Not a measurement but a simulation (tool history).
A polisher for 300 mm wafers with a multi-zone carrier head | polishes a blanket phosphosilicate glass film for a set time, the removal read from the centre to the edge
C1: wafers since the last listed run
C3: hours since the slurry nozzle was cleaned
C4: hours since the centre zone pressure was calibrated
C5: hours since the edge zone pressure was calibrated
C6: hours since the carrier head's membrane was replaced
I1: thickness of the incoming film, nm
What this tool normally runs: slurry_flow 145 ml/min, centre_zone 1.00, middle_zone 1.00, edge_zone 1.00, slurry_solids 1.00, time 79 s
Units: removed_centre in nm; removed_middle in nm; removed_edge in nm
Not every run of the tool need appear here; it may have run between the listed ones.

{"run": 1, "hour": 0.0, "slurry_flow": 145, "centre_zone": 1.0, "middle_zone": 1.0, "edge_zone": 1.0, "slurry_solids": 1.0, "time": 79, "C1": 0, "wafers polished on this pad": 162, "C3": 265.9, "C4": 270.3, "C5": 737.1, "C6": 520.7, "I1": 3597.1, "removed_centre": 487.9, "removed_middle": 494.7, "removed_edge": 506.4}
{"run": 2, "hour": 84.4, "slurry_flow": 145, "centre_zone": 1.0, "middle_zone": 1.0, "edge_zone": 1.0, "slurry_solids": 1.0, "time": 79, "C1": 544, "wafers polished on this pad": 707, "C3": 350.3, "C4": 354.7, "C5": 821.5, "C6": 605.1, "I1": 3583.0, "removed_centre": 484.8, "removed_middle": 496.8, "removed_edge": 501.5}
{"hour": 113.9, "done": "slurry nozzle cleaned"}
{"run": 3, "hour": 170.1, "slurry_flow": 145, "centre_zone": 1.0, "middle_zone": 1.0, "edge_zone": 1.0, "slurry_solids": 1.0, "time": 79, "C1": 546, "wafers polished on this pad": 1254, "C3": 56.2, "C4": 440.4, "C5": 907.2, "C6": 690.8, "I1": 3561.2, "removed_centre": 506.2, "removed_middle": 524.2, "removed_edge": 511.3}
{"hour": 191.9, "done": "worn pad replaced by a new one"}
{"run": 4, "hour": 256.5, "slurry_flow": 145, "centre_zone": 1.08, "middle_zone": 1.0, "edge_zone": 0.91, "slurry_solids": 1.0, "time": 79, "C1": 531, "wafers polished on this pad": 417, "C3": 142.6, "C4": 526.8, "C5": 993.6, "C6": 777.2, "I1": 3591.3, "removed_centre": 541.4, "removed_middle": 515.3, "removed_edge": 493.3}
{"run": 5, "hour": 327.6, "slurry_flow": 145, "centre_zone": 1.08, "middle_zone": 1.0, "edge_zone": 0.91, "slurry_solids": 1.0, "time": 79, "C1": 458, "wafers polished on this pad": 876, "C3": 213.7, "C4": 597.9, "C5": 1064.7, "C6": 848.3, "I1": 3606.4, "removed_centre": 553.5, "removed_middle": 513.9, "removed_edge": 494.6}
{"run": 6, "hour": 363.8, "slurry_flow": 145, "centre_zone": 1.08, "middle_zone": 1.0, "edge_zone": 0.91, "slurry_solids": 1.0, "time": 79, "C1": 233, "wafers polished on this pad": 1109, "C3": 249.9, "C4": 634.1, "C5": 1100.9, "C6": 884.5, "I1": 3648.2, "removed_centre": 546.7, "removed_middle": 494.2, "removed_edge": 486.2}
{"hour": 418.9, "done": "carrier head's membrane replaced by a new one"}
{"hour": 458.8, "done": "worn pad replaced by a new one"}
{"run": 7, "hour": 459.3, "slurry_flow": 145, "centre_zone": 1.0, "middle_zone": 1.0, "edge_zone": 1.0, "slurry_solids": 1.0, "time": 79, "C1": 558, "wafers polished on this pad": 3, "C3": 345.4, "C4": 729.6, "C5": 1196.4, "C6": 40.4, "I1": 3610.9, "removed_centre": 503.0, "removed_middle": 484.9, "removed_edge": 504.6}
{"hour": 491.0, "done": "centre zone pressure recalibrated"}
{"run": 8, "hour": 498.1, "slurry_flow": 145, "centre_zone": 1.0, "middle_zone": 0.88, "edge_zone": 1.08, "slurry_solids": 1.0, "time": 53, "C1": 237, "wafers polished on this pad": 240, "C3": 384.2, "C4": 7.1, "C5": 1235.2, "C6": 79.2, "I1": 3600.9, "removed_centre": 314.4, "removed_middle": 297.3, "removed_edge": 349.5}
{"hour": 529.9, "done": "slurry nozzle cleaned"}
{"run": 9, "hour": 534.9, "slurry_flow": 145, "centre_zone": 1.0, "middle_zone": 0.95, "edge_zone": 0.88, "slurry_solids": 1.0, "time": 79, "C1": 231, "wafers polished on this pad": 471, "C3": 5.0, "C4": 43.9, "C5": 1272.0, "C6": 116.0, "I1": 3573.9, "removed_centre": 499.5, "removed_middle": 483.4, "removed_edge": 486.4}
{"hour": 586.3, "done": "edge zone pressure recalibrated"}
{"hour": 727.9, "done": "worn pad replaced by a new one"}
{"run": 10, "hour": 800.4, "slurry_flow": 145, "centre_zone": 1.0, "middle_zone": 1.0, "edge_zone": 1.0, "slurry_solids": 1.0, "time": 79, "C1": 1675, "wafers polished on this pad": 468, "C3": 270.5, "C4": 309.4, "C5": 214.1, "C6": 381.5, "I1": 3661.4, "removed_centre": 491.5, "removed_middle": 510.3, "removed_edge": 500.0}
{"hour": 894.3, "done": "slurry nozzle cleaned"}
{"run": 11, "hour": 895.7, "slurry_flow": 145, "centre_zone": 1.0, "middle_zone": 1.0, "edge_zone": 1.0, "slurry_solids": 1.0, "time": 79, "C1": 608, "wafers polished on this pad": 1076, "C3": 1.4, "C4": 404.7, "C5": 309.4, "C6": 476.8, "I1": 3641.0, "removed_centre": 498.3, "removed_middle": 522.3, "removed_edge": 513.0}
{"hour": 951.7, "done": "worn pad replaced by a new one"}
{"run": 12, "hour": 999.9, "slurry_flow": 145, "centre_zone": 1.0, "middle_zone": 1.0, "edge_zone": 0.96, "slurry_solids": 1.25, "time": 79, "C1": 646, "wafers polished on this pad": 311, "C3": 105.6, "C4": 508.9, "C5": 413.6, "C6": 581.0, "I1": 3628.8, "removed_centre": 551.2, "removed_middle": 548.3, "removed_edge": 548.3}
{"run": 13, "hour": 1075.6, "slurry_flow": 145, "centre_zone": 1.09, "middle_zone": 1.0, "edge_zone": 1.0, "slurry_solids": 0.75, "time": 58, "C1": 488, "wafers polished on this pad": 799, "C3": 181.3, "C4": 584.6, "C5": 489.3, "C6": 656.7, "I1": 3622.9, "removed_centre": 359.3, "removed_middle": 329.2, "removed_edge": 329.5}
{"run": 14, "hour": 1121.3, "slurry_flow": 145, "centre_zone": 1.0, "middle_zone": 1.0, "edge_zone": 1.0, "slurry_solids": 0.9, "time": 98, "C1": 294, "wafers polished on this pad": 1094, "C3": 227.0, "C4": 630.3, "C5": 535.0, "C6": 702.4, "I1": 3623.3, "removed_centre": 590.8, "removed_middle": 603.6, "removed_edge": 598.6}
{"hour": 1149.8, "done": "centre zone pressure recalibrated"}
{"run": 15, "hour": 1173.6, "slurry_flow": 175, "centre_zone": 1.0, "middle_zone": 1.09, "edge_zone": 1.0, "slurry_solids": 0.9, "time": 79, "C1": 324, "wafers polished on this pad": 1419, "C3": 279.3, "C4": 23.8, "C5": 587.3, "C6": 754.7, "I1": 3640.0, "removed_centre": 499.2, "removed_middle": 531.4, "removed_edge": 497.3}

What if the next run were any one of these 4? Each begins from the tool's condition after run 15:
{"run": "A", "hour": 1174.1, "slurry_flow": 145, "centre_zone": 1.0, "middle_zone": 1.0, "edge_zone": 1.0, "slurry_solids": 1.15, "time": 79, "C1": 3, "wafers polished on this pad": 1422, "C3": 279.8, "C4": 24.3, "C5": 587.8, "C6": 755.2, "I1": 3558.1, "removed_centre": "?", "removed_middle": "?", "removed_edge": "?"}
{"run": "B", "hour": 1174.1, "slurry_flow": 145, "centre_zone": 1.0, "middle_zone": 1.0, "edge_zone": 1.0, "slurry_solids": 1.2, "time": 87, "C1": 3, "wafers polished on this pad": 1422, "C3": 279.8, "C4": 24.3, "C5": 587.8, "C6": 755.2, "I1": 3558.1, "removed_centre": "?", "removed_middle": "?", "removed_edge": "?"}
{"run": "C", "hour": 1174.1, "slurry_flow": 145, "centre_zone": 1.11, "middle_zone": 1.0, "edge_zone": 0.96, "slurry_solids": 1.0, "time": 79, "C1": 3, "wafers polished on this pad": 1422, "C3": 279.8, "C4": 24.3, "C5": 587.8, "C6": 755.2, "I1": 3558.1, "removed_centre": "?", "removed_middle": "?", "removed_edge": "?"}
{"run": "D", "hour": 1174.1, "slurry_flow": 115, "centre_zone": 1.0, "middle_zone": 1.0, "edge_zone": 1.0, "slurry_solids": 0.8, "time": 79, "C1": 3, "wafers polished on this pad": 1422, "C3": 279.8, "C4": 24.3, "C5": 587.8, "C6": 755.2, "I1": 3558.1, "removed_centre": "?", "removed_middle": "?", "removed_edge": "?"}

run=A removed_centre=518.8 removed_middle=529.1 removed_edge=533.6
run=B removed_centre=580.6 removed_middle=592.2 removed_edge=597.1
run=C removed_centre=545.6 removed_middle=500.7 removed_edge=497.3
run=D removed_centre=418.5 removed_middle=430.6 removed_edge=442.1
What these runs would have given with no unlogged condition in the tool:
run=A removed_centre=525.7 removed_middle=541.3 removed_edge=542.2
run=B removed_centre=588.3 removed_middle=605.8 removed_edge=606.8
run=C removed_centre=552.9 removed_middle=512.3 removed_edge=505.4
run=D removed_centre=427.0 removed_middle=443.0 removed_edge=450.8

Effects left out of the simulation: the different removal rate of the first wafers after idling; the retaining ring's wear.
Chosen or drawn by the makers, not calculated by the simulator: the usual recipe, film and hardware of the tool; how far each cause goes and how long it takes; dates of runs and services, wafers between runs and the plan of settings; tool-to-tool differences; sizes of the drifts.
